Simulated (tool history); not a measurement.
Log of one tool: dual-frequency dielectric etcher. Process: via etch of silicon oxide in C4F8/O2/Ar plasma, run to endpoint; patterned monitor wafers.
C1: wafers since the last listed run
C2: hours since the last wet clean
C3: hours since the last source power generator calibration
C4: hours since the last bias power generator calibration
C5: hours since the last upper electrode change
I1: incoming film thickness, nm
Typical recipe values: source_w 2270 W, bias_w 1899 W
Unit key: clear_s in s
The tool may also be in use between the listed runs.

run 1 hour=0 | source_w=2270 bias_w=1899 | C1=0 C2=465.3 C3=3567.4 C4=1844.4 C5=4048.3 | I1=1222.7 | clear_s=259.2
run 2 hour=6.7 | source_w=2270 bias_w=1899 | C1=27 C2=472 C3=3574.1 C4=1851.1 C5=4055 | I1=1219 | clear_s=261.8
run 3 hour=15.2 | source_w=2270 bias_w=1899 | C1=35 C2=480.5 C3=3582.6 C4=1859.6 C5=4063.5 | I1=1220.9 | clear_s=259.2
run 4 hour=26.3 | source_w=2270 bias_w=1899 | C1=46 C2=491.6 C3=3593.7 C4=1870.7 C5=4074.6 | I1=1221 | clear_s=259.7
run 5 hour=38.4 | source_w=2270 bias_w=1899 | C1=50 C2=503.7 C3=3605.8 C4=1882.8 C5=4086.7 | I1=1202.9 | clear_s=258.2
run 6 hour=48.4 | source_w=2270 bias_w=2146 | C1=41 C2=513.7 C3=3615.8 C4=1892.8 C5=4096.7 | I1=1216.3 | clear_s=249.6
run 7 hour=55.2 | source_w=2270 bias_w=2146 | C1=28 C2=520.5 C3=3622.6 C4=1899.6 C5=4103.5 | I1=1218.1 | clear_s=249.5
run 8 hour=62.9 | source_w=2270 bias_w=2256 | C1=32 C2=528.2 C3=3630.3 C4=1907.3 C5=4111.2 | I1=1213.4 | clear_s=245.7
run 9 hour=93.6 | source_w=2270 bias_w=2020 | C1=127 C2=558.9 C3=3661 C4=1938 C5=4141.9 | I1=1214 | clear_s=257.3
-- hour=117.6 wet clean of the chamber
run 10 hour=118.1 | source_w=2270 bias_w=2172 | C1=2 C2=0.5 C3=3685.5 C4=1962.5 C5=4166.4 | I1=1225.1 | clear_s=239.1
run 11 hour=125.7 | source_w=2270 bias_w=1899 | C1=31 C2=8.1 C3=3693.1 C4=1970.1 C5=4174 | I1=1226 | clear_s=250.6
run 12 hour=138.6 | source_w=2270 bias_w=1615 | C1=53 C2=21 C3=3706 C4=1983 C5=4186.9 | I1=1213.5 | clear_s=263
-- hour=145.2 source power generator calibrated
-- hour=146.4 bias power generator calibrated
run 13 hour=147.4 | source_w=1860 bias_w=2020 | C1=14 C2=29.8 C3=2.2 C4=1 C5=4195.7 | I1=1208.3 | clear_s=266.6
run 14 hour=187.3 | source_w=2710 bias_w=2170 | C1=166 C2=69.7 C3=42.1 C4=40.9 C5=4235.6 | I1=1212.3 | clear_s=219
-- hour=212.7 upper electrode replaced
run 15 hour=213.2 | source_w=1740 bias_w=1512 | C1=7 C2=95.6 C3=68 C4=66.8 C5=0.5 | I1=1214.5 | clear_s=309.3
run 16 hour=213.7 | source_w=2270 bias_w=1899 | C1=2 C2=96.1 C3=68.5 C4=67.3 C5=1 | I1=1220.9 | clear_s=250.6
run 17 hour=222.7 | source_w=2840 bias_w=2176 | C1=37 C2=105.1 C3=77.5 C4=76.3 C5=10 | I1=1215.6 | clear_s=217.3
run 18 hour=236.5 | source_w=1930 bias_w=1727 | C1=57 C2=118.9 C3=91.3 C4=90.1 C5=23.8 | I1=1217.8 | clear_s=281.8
run 19 hour=246.9 | source_w=2050 bias_w=1680 | C1=43 C2=129.3 C3=101.7 C4=100.5 C5=34.2 | I1=1217.4 | clear_s=275.7
run 20 hour=257.2 | source_w=1960 bias_w=1899 | C1=42 C2=139.6 C3=112 C4=110.8 C5=44.5 | I1=1215.6 | clear_s=269.6
run 21 hour=267.3 | source_w=1860 bias_w=2132 | C1=42 C2=149.7 C3=122.1 C4=120.9 C5=54.6 | I1=1214.9 | clear_s=265.1
run 22 hour=284.9 | source_w=2050 bias_w=2230 | C1=73 C2=167.3 C3=139.7 C4=138.5 C5=72.2 | I1=1220.5 | clear_s=251.6
run 23 hour=291.3 | source_w=1810 bias_w=2124 | C1=26 C2=173.7 C3=146.1 C4=144.9 C5=78.6 | I1=1223 | clear_s=273.2
run 24 hour=297.5 | source_w=1780 bias_w=1899 | C1=25 C2=179.9 C3=152.3 C4=151.1 C5=84.8 | I1=1219.3 | clear_s=284.1
run 25 hour=310 | source_w=2270 bias_w=1899 | C1=52 C2=192.4 C3=164.8 C4=163.6 C5=97.3 | I1=1230.5 | clear_s=254.2
run 26 hour=319.6 | source_w=2270 bias_w=1899 | C1=39 C2=202 C3=174.4 C4=173.2 C5=106.9 | I1=1217.5 | clear_s=253.7
run 27 hour=330.7 | source_w=2270 bias_w=2314 | C1=46 C2=213.1 C3=185.5 C4=184.3 C5=118 | I1=1221.7 | clear_s=236.4
run 28 hour=345.7 | source_w=2270 bias_w=1899 | C1=62 C2=228.1 C3=200.5 C4=199.3 C5=133 | I1=1218.8 | clear_s=254.9
run 29 hour=356.4 | source_w=2270 bias_w=1899 | C1=44 C2=238.8 C3=211.2 C4=210 C5=143.7 | I1=1225.6 | clear_s=256.2
run 30 hour=371.1 | source_w=2020 bias_w=2026 | C1=61 C2=253.5 C3=225.9 C4=224.7 C5=158.4 | I1=1220.1 | clear_s=264.5
run 31 hour=379.8 | source_w=2420 bias_w=1899 | C1=36 C2=262.2 C3=234.6 C4=233.4 C5=167.1 | I1=1205.6 | clear_s=244.7
run 32 hour=432.9 | source_w=2590 bias_w=2048 | C1=221 C2=315.3 C3=287.7 C4=286.5 C5=220.2 | I1=1239.8 | clear_s=237.1
run 33 hour=450.8 | source_w=2020 bias_w=2224 | C1=74 C2=333.2 C3=305.6 C4=304.4 C5=238.1 | I1=1218.1 | clear_s=257.2
run 34 hour=462.1 | source_w=2540 bias_w=1587 | C1=47 C2=344.5 C3=316.9 C4=315.7 C5=249.4 | I1=1212.8 | clear_s=258.8

Each row is a separate what-if for the run after 34, all from the same tool condition, not one after another. Results?
run A hour=462.6 | source_w=1710 bias_w=1899 | C1=2 C2=345 C3=317.4 C4=316.2 C5=249.9 | I1=1209.1 | clear_s=?
run B hour=462.6 | source_w=2480 bias_w=1458 | C1=2 C2=345 C3=317.4 C4=316.2 C5=249.9 | I1=1209.1 | clear_s=?
run C hour=462.6 | source_w=2120 bias_w=2241 | C1=2 C2=345 C3=317.4 C4=316.2 C5=249.9 | I1=1209.1 | clear_s=?
run D hour=462.6 | source_w=2680 bias_w=2157 | C1=2 C2=345 C3=317.4 C4=316.2 C5=249.9 | I1=1209.1 | clear_s=?
run E hour=462.6 | source_w=2530 bias_w=2360 | C1=2 C2=345 C3=317.4 C4=316.2 C5=249.9 | I1=1209.1 | clear_s=?

run=A clear_s=293.2
run=B clear_s=266.8
run=C clear_s=249
run=D clear_s=225.8
run=E clear_s=225
What these runs would have given with no unlogged condition in the tool:
run=A clear_s=283.3
run=B clear_s=257.8
run=C clear_s=240.6
run=D clear_s=218.2
run=E clear_s=217.4
